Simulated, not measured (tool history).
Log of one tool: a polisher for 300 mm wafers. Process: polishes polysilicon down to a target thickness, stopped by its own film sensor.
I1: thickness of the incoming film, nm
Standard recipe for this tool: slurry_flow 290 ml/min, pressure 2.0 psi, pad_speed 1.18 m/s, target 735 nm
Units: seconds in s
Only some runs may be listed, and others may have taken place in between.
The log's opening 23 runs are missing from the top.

run 24 day=44.446 | slurry_flow=290 pressure=1.4 pad_speed=1.50 target=855 | I1=1125.6 | seconds=44.0
run 25 day=45.908 | slurry_flow=290 pressure=1.8 pad_speed=1.18 target=735 | I1=1119.4 | seconds=60.3
run 26 day=48.288 | slurry_flow=290 pressure=2.0 pad_speed=1.18 target=735 | I1=1132.7 | seconds=56.9
-- day=50.854 worn pad replaced by a new one
run 27 day=50.900 | slurry_flow=290 pressure=2.0 pad_speed=1.18 target=620 | I1=1142.7 | seconds=72.9
run 28 day=52.058 | slurry_flow=290 pressure=2.0 pad_speed=1.18 target=735 | I1=1120.4 | seconds=53.7
-- day=58.742 slurry nozzle cleaned
run 29 day=59.883 | slurry_flow=390 pressure=2.7 pad_speed=1.18 target=735 | I1=1149.7 | seconds=42.9
run 30 day=60.908 | slurry_flow=290 pressure=2.0 pad_speed=0.94 target=640 | I1=1123.3 | seconds=84.4
run 31 day=62.142 | slurry_flow=290 pressure=2.0 pad_speed=1.18 target=735 | I1=1127.9 | seconds=55.7
run 32 day=63.629 | slurry_flow=290 pressure=2.0 pad_speed=1.06 target=629 | I1=1120.8 | seconds=77.5
run 33 day=66.096 | slurry_flow=330 pressure=1.7 pad_speed=1.44 target=735 | I1=1141.9 | seconds=55.7
-- day=66.788 head pressure recalibrated
run 34 day=67.162 | slurry_flow=290 pressure=2.0 pad_speed=1.18 target=735 | I1=1139.1 | seconds=57.6
run 35 day=68.629 | slurry_flow=290 pressure=2.6 pad_speed=1.18 target=735 | I1=1138.0 | seconds=44.7
-- day=69.254 worn pad replaced by a new one
run 36 day=70.562 | slurry_flow=345 pressure=2.0 pad_speed=1.00 target=799 | I1=1140.4 | seconds=54.8

Branching from run 36: 5 alternative next runs. What would each branch give?
run A day=70.579 | slurry_flow=290 pressure=2.0 pad_speed=1.18 target=735 | I1=1156.9 | seconds=?
run B day=70.579 | slurry_flow=195 pressure=2.5 pad_speed=1.48 target=818 | I1=1156.9 | seconds=?
run C day=70.579 | slurry_flow=335 pressure=2.2 pad_speed=1.18 target=735 | I1=1156.9 | seconds=?
run D day=70.579 | slurry_flow=370 pressure=2.0 pad_speed=1.44 target=807 | I1=1156.9 | seconds=?
run E day=70.579 | slurry_flow=200 pressure=2.0 pad_speed=1.18 target=735 | I1=1156.9 | seconds=?

run=A seconds=57.9
run=B seconds=31.1
run=C seconds=52.1
run=D seconds=39.3
run=E seconds=59.5
Had the tool no hidden state, the same runs would have come out as:
run=A seconds=57.3
run=B seconds=30.8
run=C seconds=51.6
run=D seconds=38.9
run=E seconds=58.9

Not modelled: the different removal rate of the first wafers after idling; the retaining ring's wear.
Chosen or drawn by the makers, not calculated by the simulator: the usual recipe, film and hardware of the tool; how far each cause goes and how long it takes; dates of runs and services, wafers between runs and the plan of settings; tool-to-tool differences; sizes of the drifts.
